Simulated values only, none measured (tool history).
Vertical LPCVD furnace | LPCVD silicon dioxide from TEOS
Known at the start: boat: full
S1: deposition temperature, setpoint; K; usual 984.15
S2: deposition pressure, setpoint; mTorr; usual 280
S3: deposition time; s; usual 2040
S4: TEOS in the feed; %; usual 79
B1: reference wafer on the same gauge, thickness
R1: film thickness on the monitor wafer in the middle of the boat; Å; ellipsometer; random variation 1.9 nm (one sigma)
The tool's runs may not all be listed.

run	hour	S1	S2	S3	S4	B1	R1
1	0	984.15	280	2040	79	300.5	3691.4
2	74	984.15	280	2040	79	301.52	3692.7
3	147.5	984.15	240	2040	79	301.2	3417.2
4	236.4	984.15	240	2040	79	301.27	3387.8
5	331.9	984.15	280	2040	79	301.06	3696.1
6	406.8	984.15	280	1710	79	300.89	3083.6
7	459.7	984.15	280	2040	79	300.92	3722.5
8	552.2	984.15	280	2040	79	301.44	3645.6
9	620.3	984.15	280	2040	79	300.73	3687
10	714.8	984.15	280	2040	79	300.54	3682
11	824	984.15	280	2040	79	301.19	3694.1
12	908.3	984.15	280	2040	79	301.37	3676.7
13	1009.3	984.15	280	2040	79	301.35	3658.3
14	1046.3	984.15	280	2220	79	301	3988.3
15	1099.3	984.15	245	2040	79	301.27	3452.9
# hour 1152.9: gauge calibrated
16	1161.1	984.15	240	2490	63	301.01	3716.6
# hour 1208.2: TEOS flow controller replaced
17	1338	984.15	280	1710	79	300.79	3092.8
18	1382.1	987.15	280	2040	79	301.06	3953.5
19	1428.7	984.15	280	2400	79	300.77	4295.3
# hour 1483.4: thermocouples replaced and temperature profile calibrated
20	1483.9	984.15	280	2040	79	301.29	3655.8
21	1524.8	984.15	230	2670	73	300.93	4189
# hour 1557.4: pressure gauge zeroed
22	1603.4	984.15	230	2040	66	300.73	3058.9
23	1653.8	984.15	280	2610	89	301.24	5017.4
24	1690.3	984.15	280	2040	79	300.99	3708.2
25	1728.5	994.15	345	2040	79	301.67	5113
26	1779.6	984.15	280	2040	79	301.47	3691
27	1881.5	981.15	220	2460	79	301.04	3706.1
28	1963	984.15	280	2040	79	300.82	3708.5

Forecast each of these 3 alternatives for the next run:
A	1967.8	984.15	280	2040	79	?	?
B	1967.8	991.15	280	2040	79	?	?
C	1967.8	976.15	280	2790	64	?	?

run	B1	R1
A	300.65	3706.2
B	300.65	4340.6
C	300.65	3797.8
Without the tool's hidden state the same runs would have given:
run	R1
A	3706.2
B	4340.6
C	3797.8
